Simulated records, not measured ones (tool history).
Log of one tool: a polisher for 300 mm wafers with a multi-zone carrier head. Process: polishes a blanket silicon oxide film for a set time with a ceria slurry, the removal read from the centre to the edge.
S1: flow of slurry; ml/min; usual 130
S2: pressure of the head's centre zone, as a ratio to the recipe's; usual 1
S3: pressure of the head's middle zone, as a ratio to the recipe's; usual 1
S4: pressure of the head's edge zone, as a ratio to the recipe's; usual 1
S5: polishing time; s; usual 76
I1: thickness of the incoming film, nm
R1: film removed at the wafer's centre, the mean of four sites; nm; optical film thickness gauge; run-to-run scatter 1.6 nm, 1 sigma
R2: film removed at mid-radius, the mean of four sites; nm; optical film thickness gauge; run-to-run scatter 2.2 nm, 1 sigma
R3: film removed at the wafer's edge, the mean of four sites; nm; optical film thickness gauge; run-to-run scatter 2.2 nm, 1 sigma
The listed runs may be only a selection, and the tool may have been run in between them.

run   hour   S1    S2    S3    S4  S5      I1     R1     R2     R3
  1      0  130  0.95     1     1  76  1612.7  225.2  243.3  245.4
  2   43.1  130     1     1     1  76  1632.5  241.4  241.1    246
  3   95.4  130     1     1     1  76  1652.5  241.7  239.6  246.6
       114  -- worn pad replaced by a new one
  4  157.1  130     1     1     1  76  1628.3  240.2  237.3  243.5
  5  198.6  130     1     1     1  76    1630  242.8  234.4  247.4
  6    262  130     1     1     1  76  1640.9  241.5  242.5    251
     307.5  -- slurry nozzle cleaned
     315.1  -- worn pad replaced by a new one
  7    339  130     1     1     1  76  1660.8  239.5  241.4  248.9
     371.7  -- edge zone pressure recalibrated
  8  391.9  130     1     1     1  76  1605.5    240  238.2  249.4
  9  492.8  130     1     1     1  76  1632.1  237.4  241.1    243
     527.1  -- worn pad replaced by a new one
 10  537.6  130  0.92     1     1  61  1629.9  178.8  189.9  201.1
     625.6  -- slurry nozzle cleaned
 11  626.1  130     1     1     1  76  1658.6  237.1  236.7  247.5
 12  712.8  130  0.96     1     1  96  1629.3  290.6  301.2  313.7
     744.7  -- worn pad replaced by a new one
     775.8  -- carrier head's membrane replaced by a new one
     786.9  -- centre zone pressure recalibrated
 13  791.3  130     1     1   0.9  76  1629.4  238.4  242.1  233.5
 14  885.7  130  0.95  1.07     1  98  1616.9  292.2  319.4  311.8
     939.5  -- worn pad replaced by a new one
 15  950.3  130     1     1  0.92  76  1634.3  239.6    237  239.1
     988.8  -- slurry nozzle cleaned
 16  990.8   90  1.06     1     1  76  1629.3  228.9  221.6  233.3

4 ways to go on from here, each from the tool as it stands after run 16. What would each give?
  A  991.3  130  0.94     1     1  76  1622.7   ?   ?   ?
  B  991.3  100     1     1     1  63  1622.7   ?   ?   ?
  C  991.3  130     1     1     1  94  1622.7   ?   ?   ?
  D  991.3  145  1.06  1.05  1.09  76  1622.7   ?   ?   ?

run     R1     R2     R3
  A  223.3  241.7  242.9
  B  184.9  189.5  193.8
  C    294  298.8  300.5
  D    258  253.8    257
With no hidden state in the tool, these same runs would have given:
run     R1     R2     R3
  A  223.3  241.7  242.9
  B  184.9  189.5  193.8
  C    294  298.8  300.5
  D    258  253.8    257
